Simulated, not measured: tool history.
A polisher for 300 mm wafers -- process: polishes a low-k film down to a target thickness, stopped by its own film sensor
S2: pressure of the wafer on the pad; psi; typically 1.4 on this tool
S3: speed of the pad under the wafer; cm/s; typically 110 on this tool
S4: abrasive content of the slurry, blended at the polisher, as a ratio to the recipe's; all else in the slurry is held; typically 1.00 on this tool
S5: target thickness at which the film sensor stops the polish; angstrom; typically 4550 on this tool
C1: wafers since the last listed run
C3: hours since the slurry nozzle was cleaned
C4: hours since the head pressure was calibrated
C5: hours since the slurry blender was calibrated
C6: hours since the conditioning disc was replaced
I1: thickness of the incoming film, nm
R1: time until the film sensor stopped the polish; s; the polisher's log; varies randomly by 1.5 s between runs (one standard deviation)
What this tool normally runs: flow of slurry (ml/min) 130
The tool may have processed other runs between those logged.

{"run": 1, "hour": 0.0, "flow of slurry (ml/min)": 95, "S2": 1.4, "S3": 110, "S4": 1.0, "S5": 4550, "C1": 0, "wafers polished on this pad": 1384, "C3": 72.8, "C4": 118.1, "C5": 110.2, "C6": 208.3, "I1": 475.3, "R1": 84.4}
{"run": 2, "hour": 48.0, "flow of slurry (ml/min)": 95, "S2": 1.4, "S3": 110, "S4": 1.0, "S5": 4550, "C1": 435, "wafers polished on this pad": 1819, "C3": 120.8, "C4": 166.1, "C5": 158.2, "C6": 256.3, "I1": 470.9, "R1": 69.8}
{"run": 3, "hour": 77.8, "flow of slurry (ml/min)": 130, "S2": 1.4, "S3": 110, "S4": 1.0, "S5": 4550, "C1": 270, "wafers polished on this pad": 2090, "C3": 150.6, "C4": 195.9, "C5": 188.0, "C6": 286.1, "I1": 478.7, "R1": 95.1}
{"run": 4, "hour": 123.2, "flow of slurry (ml/min)": 130, "S2": 1.4, "S3": 110, "S4": 1.0, "S5": 4550, "C1": 411, "wafers polished on this pad": 2501, "C3": 196.0, "C4": 241.3, "C5": 233.4, "C6": 331.5, "I1": 477.4, "R1": 90.6}
{"hour": 158.4, "done": "worn pad replaced by a new one"}
{"run": 5, "hour": 184.8, "flow of slurry (ml/min)": 130, "S2": 1.4, "S3": 110, "S4": 1.0, "S5": 4550, "C1": 522, "wafers polished on this pad": 239, "C3": 257.6, "C4": 302.9, "C5": 295.0, "C6": 393.1, "I1": 476.0, "R1": 87.5}
{"hour": 239.2, "done": "conditioning disc replaced and pad reconditioned"}
{"hour": 243.8, "done": "slurry blender recalibrated"}
{"run": 6, "hour": 248.2, "flow of slurry (ml/min)": 130, "S2": 1.4, "S3": 110, "S4": 1.0, "S5": 4550, "C1": 538, "wafers polished on this pad": 778, "C3": 321.0, "C4": 366.3, "C5": 4.4, "C6": 9.0, "I1": 481.6, "R1": 94.2}
{"run": 7, "hour": 274.2, "flow of slurry (ml/min)": 110, "S2": 1.4, "S3": 138, "S4": 1.0, "S5": 4550, "C1": 235, "wafers polished on this pad": 1014, "C3": 347.0, "C4": 392.3, "C5": 30.4, "C6": 35.0, "I1": 484.9, "R1": 94.6}
{"run": 8, "hour": 336.0, "flow of slurry (ml/min)": 110, "S2": 1.4, "S3": 138, "S4": 1.0, "S5": 4550, "C1": 560, "wafers polished on this pad": 1574, "C3": 408.8, "C4": 454.1, "C5": 92.2, "C6": 96.8, "I1": 487.1, "R1": 103.6}
{"hour": 342.1, "done": "slurry nozzle cleaned"}
{"run": 9, "hour": 381.9, "flow of slurry (ml/min)": 130, "S2": 1.4, "S3": 110, "S4": 1.0, "S5": 4550, "C1": 407, "wafers polished on this pad": 1982, "C3": 39.8, "C4": 500.0, "C5": 138.1, "C6": 142.7, "I1": 482.4, "R1": 105.7}
{"run": 10, "hour": 450.1, "flow of slurry (ml/min)": 130, "S2": 1.4, "S3": 134, "S4": 1.2, "S5": 4520, "C1": 618, "wafers polished on this pad": 2600, "C3": 108.0, "C4": 568.2, "C5": 206.3, "C6": 210.9, "I1": 482.9, "R1": 98.1}
{"run": 11, "hour": 494.2, "flow of slurry (ml/min)": 130, "S2": 1.4, "S3": 110, "S4": 1.0, "S5": 4550, "C1": 400, "wafers polished on this pad": 3001, "C3": 152.1, "C4": 612.3, "C5": 250.4, "C6": 255.0, "I1": 483.4, "R1": 113.7}
{"hour": 500.4, "done": "worn pad replaced by a new one"}
{"hour": 521.7, "done": "head pressure recalibrated"}
{"run": 12, "hour": 548.9, "flow of slurry (ml/min)": 115, "S2": 1.4, "S3": 110, "S4": 1.0, "S5": 4550, "C1": 441, "wafers polished on this pad": 421, "C3": 206.8, "C4": 27.2, "C5": 305.1, "C6": 309.7, "I1": 471.5, "R1": 69.7}
{"run": 13, "hour": 574.3, "flow of slurry (ml/min)": 130, "S2": 1.2, "S3": 110, "S4": 1.15, "S5": 4550, "C1": 230, "wafers polished on this pad": 652, "C3": 232.2, "C4": 52.6, "C5": 330.5, "C6": 335.1, "I1": 482.4, "R1": 117.5}
{"hour": 604.1, "done": "slurry blender recalibrated"}
{"run": 14, "hour": 643.4, "flow of slurry (ml/min)": 95, "S2": 1.4, "S3": 110, "S4": 1.0, "S5": 4550, "C1": 608, "wafers polished on this pad": 1260, "C3": 301.3, "C4": 121.7, "C5": 39.3, "C6": 404.2, "I1": 485.4, "R1": 136.8}
{"hour": 655.8, "done": "conditioning disc replaced and pad reconditioned"}
{"hour": 668.6, "done": "slurry nozzle cleaned"}
{"run": 15, "hour": 712.2, "flow of slurry (ml/min)": 155, "S2": 1.4, "S3": 110, "S4": 1.0, "S5": 4550, "C1": 596, "wafers polished on this pad": 1857, "C3": 43.6, "C4": 190.5, "C5": 108.1, "C6": 56.4, "I1": 479.1, "R1": 90.4}
{"hour": 898.9, "done": "worn pad replaced by a new one"}
{"run": 16, "hour": 903.7, "flow of slurry (ml/min)": 130, "S2": 1.4, "S3": 110, "S4": 1.0, "S5": 4600, "C1": 1701, "wafers polished on this pad": 43, "C3": 235.1, "C4": 382.0, "C5": 299.6, "C6": 247.9, "I1": 471.4, "R1": 45.7}
{"hour": 923.8, "done": "slurry blender recalibrated"}
{"run": 17, "hour": 960.2, "flow of slurry (ml/min)": 140, "S2": 1.4, "S3": 110, "S4": 1.25, "S5": 4550, "C1": 494, "wafers polished on this pad": 537, "C3": 291.6, "C4": 438.5, "C5": 36.4, "C6": 304.4, "I1": 479.6, "R1": 96.5}
{"run": 18, "hour": 1027.6, "flow of slurry (ml/min)": 130, "S2": 1.4, "S3": 146, "S4": 1.0, "S5": 4550, "C1": 611, "wafers polished on this pad": 1149, "C3": 359.0, "C4": 505.9, "C5": 103.8, "C6": 371.8, "I1": 480.0, "R1": 91.1}
{"hour": 1053.2, "done": "conditioning disc replaced and pad reconditioned"}
{"hour": 1053.9, "done": "slurry nozzle cleaned"}
{"run": 19, "hour": 1084.1, "flow of slurry (ml/min)": 95, "S2": 1.4, "S3": 110, "S4": 1.0, "S5": 4620, "C1": 487, "wafers polished on this pad": 1637, "C3": 30.2, "C4": 562.4, "C5": 160.3, "C6": 30.9, "I1": 475.0, "R1": 51.9}
{"hour": 1109.8, "done": "head pressure recalibrated"}
{"run": 20, "hour": 1135.8, "flow of slurry (ml/min)": 130, "S2": 1.4, "S3": 110, "S4": 1.0, "S5": 4510, "C1": 450, "wafers polished on this pad": 2088, "C3": 81.9, "C4": 26.0, "C5": 212.0, "C6": 82.6, "I1": 477.4, "R1": 97.9}
{"run": 21, "hour": 1164.6, "flow of slurry (ml/min)": 150, "S2": 1.4, "S3": 124, "S4": 1.0, "S5": 4630, "C1": 261, "wafers polished on this pad": 2349, "C3": 110.7, "C4": 54.8, "C5": 240.8, "C6": 111.4, "I1": 470.8, "R1": 26.6}
{"run": 22, "hour": 1215.3, "flow of slurry (ml/min)": 130, "S2": 1.4, "S3": 80, "S4": 1.0, "S5": 4550, "C1": 459, "wafers polished on this pad": 2809, "C3": 161.4, "C4": 105.5, "C5": 291.5, "C6": 162.1, "I1": 485.4, "R1": 149.3}
{"hour": 1237.6, "done": "worn pad replaced by a new one"}
{"run": 23, "hour": 1277.2, "flow of slurry (ml/min)": 130, "S2": 1.4, "S3": 110, "S4": 1.0, "S5": 4550, "C1": 525, "wafers polished on this pad": 358, "C3": 223.3, "C4": 167.4, "C5": 353.4, "C6": 224.0, "I1": 479.6, "R1": 97.6}
{"hour": 1287.3, "done": "slurry blender recalibrated"}
{"run": 24, "hour": 1341.4, "flow of slurry (ml/min)": 90, "S2": 0.9, "S3": 134, "S4": 1.0, "S5": 4500, "C1": 564, "wafers polished on this pad": 923, "C3": 287.5, "C4": 231.6, "C5": 54.1, "C6": 288.2, "I1": 479.2, "R1": 148.6}

Here are 5 independent what-if runs from the current tool condition. What would each one return?
{"run": "A", "hour": 1341.9, "flow of slurry (ml/min)": 130, "S2": 1.4, "S3": 82, "S4": 1.0, "S5": 4550, "C1": 4, "wafers polished on this pad": 927, "C3": 288.0, "C4": 232.1, "C5": 54.6, "C6": 288.7, "I1": 475.9, "R1": "?"}
{"run": "B", "hour": 1341.9, "flow of slurry (ml/min)": 150, "S2": 1.8, "S3": 110, "S4": 1.0, "S5": 4490, "C1": 4, "wafers polished on this pad": 927, "C3": 288.0, "C4": 232.1, "C5": 54.6, "C6": 288.7, "I1": 475.9, "R1": "?"}
{"run": "C", "hour": 1341.9, "flow of slurry (ml/min)": 130, "S2": 1.4, "S3": 144, "S4": 0.7, "S5": 4590, "C1": 4, "wafers polished on this pad": 927, "C3": 288.0, "C4": 232.1, "C5": 54.6, "C6": 288.7, "I1": 475.9, "R1": "?"}
{"run": "D", "hour": 1341.9, "flow of slurry (ml/min)": 105, "S2": 1.4, "S3": 136, "S4": 0.9, "S5": 4630, "C1": 4, "wafers polished on this pad": 927, "C3": 288.0, "C4": 232.1, "C5": 54.6, "C6": 288.7, "I1": 475.9, "R1": "?"}
{"run": "E", "hour": 1341.9, "flow of slurry (ml/min)": 160, "S2": 1.9, "S3": 110, "S4": 1.0, "S5": 4630, "C1": 4, "wafers polished on this pad": 927, "C3": 288.0, "C4": 232.1, "C5": 54.6, "C6": 288.7, "I1": 475.9, "R1": "?"}

run=A R1=104.3
run=B R1=88.7
run=C R1=64.8
run=D R1=49.1
run=E R1=40.4
Stripped of hidden state, with their random variation kept, the same runs would have yielded:
run=A R1=94.4
run=B R1=76.7
run=C R1=55.6
run=D R1=42.4
run=E R1=34.8

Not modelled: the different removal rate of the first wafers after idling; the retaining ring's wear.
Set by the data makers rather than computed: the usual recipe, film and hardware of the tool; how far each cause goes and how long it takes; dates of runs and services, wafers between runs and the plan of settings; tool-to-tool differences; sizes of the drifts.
